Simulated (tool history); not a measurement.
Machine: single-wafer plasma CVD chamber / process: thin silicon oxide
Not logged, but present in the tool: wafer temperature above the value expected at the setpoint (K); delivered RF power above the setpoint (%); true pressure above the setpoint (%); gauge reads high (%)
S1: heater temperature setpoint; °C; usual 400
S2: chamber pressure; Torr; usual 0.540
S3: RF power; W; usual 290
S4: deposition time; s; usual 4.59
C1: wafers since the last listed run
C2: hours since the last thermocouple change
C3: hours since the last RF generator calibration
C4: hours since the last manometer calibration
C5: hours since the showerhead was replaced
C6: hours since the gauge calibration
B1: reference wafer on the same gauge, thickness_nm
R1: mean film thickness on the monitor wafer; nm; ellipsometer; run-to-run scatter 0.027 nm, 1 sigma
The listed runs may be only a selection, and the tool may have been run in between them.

Run 1, day 0.000: usual settings; C1 0; C2 1693.5; C3 2196.3; C4 2521.4; C5 1349.8; C6 2433.9; B1 5.492. Result: R1 5.330 nm.
Run 2, day 2.371: usual settings but S4 4.94 s; C1 2176; C2 1750.4; C3 2253.2; C4 2578.3; C5 1406.7; C6 2490.8; B1 5.494. Result: R1 5.686 nm.
Run 3, day 6.633: usual settings but S4 4.94 s; C1 3912; C2 1852.7; C3 2355.5; C4 2680.6; C5 1509.0; C6 2593.1; B1 5.487. Result: R1 5.659 nm.
At day 10.100: capacitance manometer re-zeroed and calibrated.
Run 4, day 10.238: usual settings but S4 4.94 s; C1 3002; C2 1939.2; C3 2442.0; C4 3.3; C5 1595.5; C6 2679.6; B1 5.487. Result: R1 6.132 nm.
At day 14.433: gauge calibrated.
Run 5, day 14.621: usual settings; C1 4023; C2 2044.4; C3 2547.2; C4 108.5; C5 1700.7; C6 4.5; B1 5.493. Result: R1 5.643 nm.
At day 16.550: RF generator calibrated.
At day 17.033: thermocouple changed; heater temperature recalibrated.
Run 6, day 17.054: usual settings; C1 1621; C2 0.5; C3 12.1; C4 166.9; C5 1759.1; C6 62.9; B1 5.492. Result: R1 5.629 nm.
Run 7, day 19.200: usual settings; C1 1969; C2 52.0; C3 63.6; C4 218.4; C5 1810.6; C6 114.4; B1 5.484. Result: R1 5.634 nm.
Run 8, day 21.425: usual settings but S2 0.456 Torr; C1 2042; C2 105.4; C3 117.0; C4 271.8; C5 1864.0; C6 167.8; B1 5.484. Result: R1 4.809 nm.
Run 9, day 25.125: usual settings but S2 0.456 Torr; C1 3396; C2 194.2; C3 205.8; C4 360.6; C5 1952.8; C6 256.6; B1 5.496. Result: R1 4.780 nm.
Run 10, day 26.796: usual settings but S2 0.456 Torr; C1 1533; C2 234.3; C3 245.9; C4 400.7; C5 1992.9; C6 296.7; B1 5.488. Result: R1 4.795 nm.
Run 11, day 29.004: usual settings but S1 415 °C, S2 0.658 Torr, S3 330 W, S4 4.20 s; C1 2027; C2 287.3; C3 298.9; C4 453.7; C5 2045.9; C6 349.7; B1 5.481. Result: R1 6.602 nm.
Run 12, day 32.854: usual settings but S1 390 °C, S2 0.425 Torr, S3 275 W, S4 3.87 s; C1 3533; C2 379.7; C3 391.3; C4 546.1; C5 2138.3; C6 442.1; B1 5.490. Result: R1 3.663 nm.
Run 13, day 34.638: usual settings but S2 0.455 Torr, S4 5.17 s; C1 1636; C2 422.5; C3 434.1; C4 588.9; C5 2181.1; C6 484.9; B1 5.490. Result: R1 5.337 nm.
Run 14, day 36.729: usual settings but S2 0.672 Torr, S3 260 W; C1 1919; C2 472.7; C3 484.3; C4 639.1; C5 2231.3; C6 535.1; B1 5.490. Result: R1 6.686 nm.
Run 15, day 38.746: usual settings; C1 1851; C2 521.1; C3 532.7; C4 687.5; C5 2279.7; C6 583.5; B1 5.489. Result: R1 5.620 nm.
Run 16, day 46.308: usual settings but S2 0.481 Torr, S3 255 W; C1 6941; C2 702.6; C3 714.2; C4 869.0; C5 2461.2; C6 765.0; B1 5.490. Result: R1 4.705 nm.
At day 46.975: showerhead replaced.
Run 17, day 50.038: usual settings; C1 3117; C2 792.1; C3 803.7; C4 958.5; C5 73.5; C6 854.5; B1 5.486. Result: R1 5.597 nm.
Run 18, day 54.204: usual settings but S1 392 °C, S2 0.625 Torr, S3 240 W; C1 3824; C2 892.1; C3 903.7; C4 1058.5; C5 173.5; C6 954.5; B1 5.488. Result: R1 5.951 nm.
Run 19, day 58.038: usual settings but S1 385 °C; C1 3518; C2 984.1; C3 995.7; C4 1150.5; C5 265.5; C6 1046.5; B1 5.488. Result: R1 5.637 nm.
Run 20, day 59.917: usual settings; C1 1724; C2 1029.2; C3 1040.8; C4 1195.6; C5 310.6; C6 1091.6; B1 5.492. Result: R1 5.587 nm.
Run 21, day 62.950: usual settings; C1 2784; C2 1102.0; C3 1113.6; C4 1268.4; C5 383.4; C6 1164.4; B1 5.485. Result: R1 5.558 nm.
Run 22, day 66.392: usual settings; C1 3159; C2 1184.6; C3 1196.2; C4 1351.0; C5 466.0; C6 1247.0; B1 5.484. Result: R1 5.547 nm.
Run 23, day 68.758: usual settings but S1 412 °C, S2 0.595 Torr; C1 2172; C2 1241.4; C3 1253.0; C4 1407.8; C5 522.8; C6 1303.8; B1 5.484. Result: R1 6.107 nm.
Run 24, day 72.942: usual settings but S1 405 °C; C1 3839; C2 1341.8; C3 1353.4; C4 1508.2; C5 623.2; C6 1404.2; B1 5.490. Result: R1 5.522 nm.
Run 25, day 75.317: usual settings; C1 2180; C2 1398.8; C3 1410.4; C4 1565.2; C5 680.2; C6 1461.2; B1 5.494. Result: R1 5.526 nm.
Run 26, day 79.388: usual settings but S1 413 °C, S2 0.505 Torr, S3 315 W, S4 5.39 s; C1 3736; C2 1496.5; C3 1508.1; C4 1662.9; C5 777.9; C6 1558.9; B1 5.492. Result: R1 6.209 nm.
Run 27, day 82.429: usual settings but S3 340 W; C1 2791; C2 1569.5; C3 1581.1; C4 1735.9; C5 850.9; C6 1631.9; B1 5.494. Result: R1 5.830 nm.
Run 28, day 86.333: usual settings; C1 3583; C2 1663.2; C3 1674.8; C4 1829.6; C5 944.6; C6 1725.6; B1 5.486. Result: R1 5.483 nm.
Run 29, day 90.033: usual settings but S1 411 °C, S4 5.27 s; C1 3396; C2 1752.0; C3 1763.6; C4 1918.4; C5 1033.4; C6 1814.4; B1 5.492. Result: R1 6.284 nm.

Alternative continuations, all from the tool just after run 29; predict every row:
Run A, day 90.050: usual settings but S3 325 W; C1 15; C2 1752.4; C3 1764.0; C4 1918.8; C5 1033.8; C6 1814.8; B1 ?. Result: R1 ?.
Run B, day 90.050: usual settings but S2 0.423 Torr, S3 240 W; C1 15; C2 1752.4; C3 1764.0; C4 1918.8; C5 1033.8; C6 1814.8; B1 ?. Result: R1 ?.
Run C, day 90.050: usual settings but S1 394 °C, S2 0.587 Torr, S3 315 W, S4 4.91 s; C1 15; C2 1752.4; C3 1764.0; C4 1918.8; C5 1033.8; C6 1814.8; B1 ?. Result: R1 ?.
Run D, day 90.050: usual settings but S3 265 W, S4 5.20 s; C1 15; C2 1752.4; C3 1764.0; C4 1918.8; C5 1033.8; C6 1814.8; B1 ?. Result: R1 ?.

run     B1     R1
  A  5.493  5.684
  B  5.493  3.857
  C  5.493  6.548
  D  5.493  5.884
Take away the tool's hidden state, keep each run's random variation, and the runs would have read:
run     R1
  A  5.836
  B  3.969
  C  6.721
  D  6.042

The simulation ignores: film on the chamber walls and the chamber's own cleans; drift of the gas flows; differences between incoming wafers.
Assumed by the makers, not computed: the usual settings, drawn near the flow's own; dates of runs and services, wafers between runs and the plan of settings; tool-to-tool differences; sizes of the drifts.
